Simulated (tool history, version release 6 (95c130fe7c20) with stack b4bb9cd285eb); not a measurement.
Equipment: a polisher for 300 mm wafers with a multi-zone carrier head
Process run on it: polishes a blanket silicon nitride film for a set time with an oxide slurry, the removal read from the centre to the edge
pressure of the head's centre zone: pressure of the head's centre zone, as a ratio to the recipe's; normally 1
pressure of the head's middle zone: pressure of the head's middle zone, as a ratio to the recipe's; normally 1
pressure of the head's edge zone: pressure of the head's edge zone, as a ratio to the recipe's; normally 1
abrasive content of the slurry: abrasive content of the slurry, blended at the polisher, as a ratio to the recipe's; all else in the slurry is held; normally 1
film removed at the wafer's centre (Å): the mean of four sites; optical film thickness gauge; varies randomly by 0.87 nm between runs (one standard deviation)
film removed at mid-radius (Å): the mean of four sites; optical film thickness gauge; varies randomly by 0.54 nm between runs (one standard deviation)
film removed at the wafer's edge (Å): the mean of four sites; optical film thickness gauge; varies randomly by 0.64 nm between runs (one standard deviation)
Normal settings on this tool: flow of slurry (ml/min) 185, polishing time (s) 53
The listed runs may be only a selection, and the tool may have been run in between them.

| run | day | flow of slurry (ml/min) | pressure of the head's centre zone | pressure of the head's middle zone | pressure of the head's edge zone | abrasive content of the slurry | polishing time (s) | wafers since the last listed run | wafers polished on this pad | hours since the slurry nozzle was cleaned | hours since the centre zone pressure was calibrated | hours since the edge zone pressure was calibrated | hours since the carrier head's membrane was replaced | incoming thickness of the incoming film, nm | film removed at the wafer's centre (Å) | film removed at mid-radius (Å) | film removed at the wafer's edge (Å) |
|---|---|---|---|---|---|---|---|---|---|---|---|---|---|---|---|---|---|
| 1 | 0 | 185 | 1 | 1 | 1 | 1 | 43 | 0 | 731 | 938.8 | 774.4 | 21.8 | 1015.8 | 459.9 | 402 | 421 | 442 |
|  | 0.2 | slurry nozzle cleaned |
| 2 | 0.675 | 185 | 1 | 1 | 1 | 1 | 43 | 133 | 865 | 11.4 | 790.6 | 38 | 1032 | 455.1 | 486 | 476 | 479 |
| 3 | 0.988 | 185 | 1 | 0.91 | 1 | 1 | 53 | 65 | 931 | 18.9 | 798.1 | 45.5 | 1039.5 | 461.2 | 565 | 554 | 586 |
| 4 | 1.312 | 185 | 1 | 0.91 | 1 | 1 | 53 | 68 | 1000 | 26.7 | 805.9 | 53.3 | 1047.3 | 457.2 | 587 | 567 | 582 |
| 5 | 1.979 | 185 | 1 | 0.91 | 1 | 1 | 53 | 140 | 1140 | 42.7 | 821.9 | 69.3 | 1063.3 | 464.6 | 568 | 544 | 591 |
| 6 | 2.425 | 185 | 0.95 | 1 | 1.04 | 1.2 | 53 | 94 | 1234 | 53.4 | 832.6 | 80 | 1074 | 460.7 | 594 | 645 | 630 |
| 7 | 2.912 | 185 | 1.11 | 1 | 0.9 | 1 | 63 | 102 | 1337 | 65.1 | 844.3 | 91.7 | 1085.7 | 455.3 | 738 | 698 | 660 |
|  | 3.446 | worn pad replaced by a new one |
| 8 | 3.467 | 185 | 1 | 1.08 | 1 | 1 | 53 | 81 | 4 | 78.4 | 857.6 | 105 | 1099 | 464.8 | 580 | 616 | 583 |
| 9 | 3.708 | 185 | 1 | 1 | 1 | 1 | 42 | 51 | 55 | 84.2 | 863.4 | 110.8 | 1104.8 | 462 | 461 | 463 | 462 |
| 10 | 4.129 | 140 | 1 | 1 | 1 | 1 | 53 | 88 | 144 | 94.3 | 873.5 | 120.9 | 1114.9 | 460.2 | 557 | 559 | 554 |
| 11 | 4.438 | 185 | 1 | 1 | 1 | 1 | 53 | 65 | 209 | 101.7 | 880.9 | 128.3 | 1122.3 | 462.5 | 599 | 592 | 578 |
|  | 5.175 | carrier head's membrane replaced by a new one |
| 12 | 6.012 | 185 | 0.94 | 1 | 1 | 1.15 | 66 | 288 | 497 | 139.5 | 918.7 | 166.1 | 20.1 | 456.3 | 735 | 767 | 762 |
|  | 6.212 | centre zone pressure recalibrated |
| 13 | 6.262 | 185 | 1 | 1 | 1 | 0.9 | 53 | 35 | 533 | 145.5 | 1.2 | 172.1 | 26.1 | 463.5 | 556 | 561 | 547 |
| 14 | 6.883 | 185 | 1 | 1.05 | 1 | 1 | 53 | 131 | 664 | 160.4 | 16.1 | 187 | 41 | 459.4 | 560 | 614 | 590 |
| 15 | 7.438 | 185 | 1 | 1 | 1 | 1 | 53 | 116 | 781 | 173.7 | 29.4 | 200.3 | 54.3 | 452 | 568 | 587 | 576 |
| 16 | 7.767 | 205 | 1 | 1.03 | 1 | 0.9 | 53 | 69 | 850 | 181.6 | 37.3 | 208.2 | 62.2 | 454.3 | 561 | 590 | 562 |
| 17 | 8.488 | 160 | 1 | 1 | 1 | 1 | 53 | 152 | 1002 | 198.9 | 54.6 | 225.5 | 79.5 | 453.4 | 556 | 568 | 561 |
| 18 | 8.992 | 210 | 0.92 | 1 | 1 | 1.15 | 66 | 106 | 1109 | 211 | 66.7 | 237.6 | 91.6 | 458.2 | 730 | 786 | 779 |
|  | 10.333 | worn pad replaced by a new one |
| 19 | 10.354 | 185 | 1 | 1 | 1 | 1.1 | 53 | 252 | 4 | 243.7 | 99.4 | 270.3 | 124.3 | 462 | 598 | 606 | 608 |
| 20 | 11.017 | 185 | 1 | 1.06 | 1 | 1.15 | 53 | 139 | 144 | 259.6 | 115.3 | 286.2 | 140.2 | 466.8 | 592 | 637 | 609 |
| 21 | 11.4 | 185 | 1 | 1 | 1 | 1 | 61 | 80 | 225 | 268.8 | 124.5 | 295.4 | 149.4 | 462 | 640 | 661 | 668 |
| 22 | 11.888 | 185 | 1 | 1 | 1 | 1 | 69 | 102 | 327 | 280.5 | 136.2 | 307.1 | 161.1 | 459.6 | 737 | 767 | 752 |

4 options for the next run, each taken on its own from the tool as it stands now. Forecast them:
| A | 11.904 | 185 | 1 | 1 | 1 | 1 | 53 | 3 | 331 | 280.9 | 136.6 | 307.5 | 161.5 | 460.9 | ? | ? | ? |
| B | 11.904 | 185 | 1 | 1 | 0.96 | 1 | 53 | 3 | 331 | 280.9 | 136.6 | 307.5 | 161.5 | 460.9 | ? | ? | ? |
| C | 11.904 | 185 | 1.1 | 1 | 1 | 0.9 | 72 | 3 | 331 | 280.9 | 136.6 | 307.5 | 161.5 | 460.9 | ? | ? | ? |
| D | 11.904 | 185 | 1 | 0.94 | 1 | 1 | 53 | 3 | 331 | 280.9 | 136.6 | 307.5 | 161.5 | 460.9 | ? | ? | ? |

| run | film removed at the wafer's centre (Å) | film removed at mid-radius (Å) | film removed at the wafer's edge (Å) |
|---|---|---|---|
| A | 563 | 585 | 582 |
| B | 563 | 585 | 571 |
| C | 784 | 760 | 757 |
| D | 563 | 559 | 582 |
Without the tool's hidden state the same runs would have given:
| run | film removed at the wafer's centre (Å) | film removed at mid-radius (Å) | film removed at the wafer's edge (Å) |
|---|---|---|---|
| A | 578 | 598 | 592 |
| B | 578 | 598 | 580 |
| C | 804 | 778 | 770 |
| D | 578 | 572 | 592 |

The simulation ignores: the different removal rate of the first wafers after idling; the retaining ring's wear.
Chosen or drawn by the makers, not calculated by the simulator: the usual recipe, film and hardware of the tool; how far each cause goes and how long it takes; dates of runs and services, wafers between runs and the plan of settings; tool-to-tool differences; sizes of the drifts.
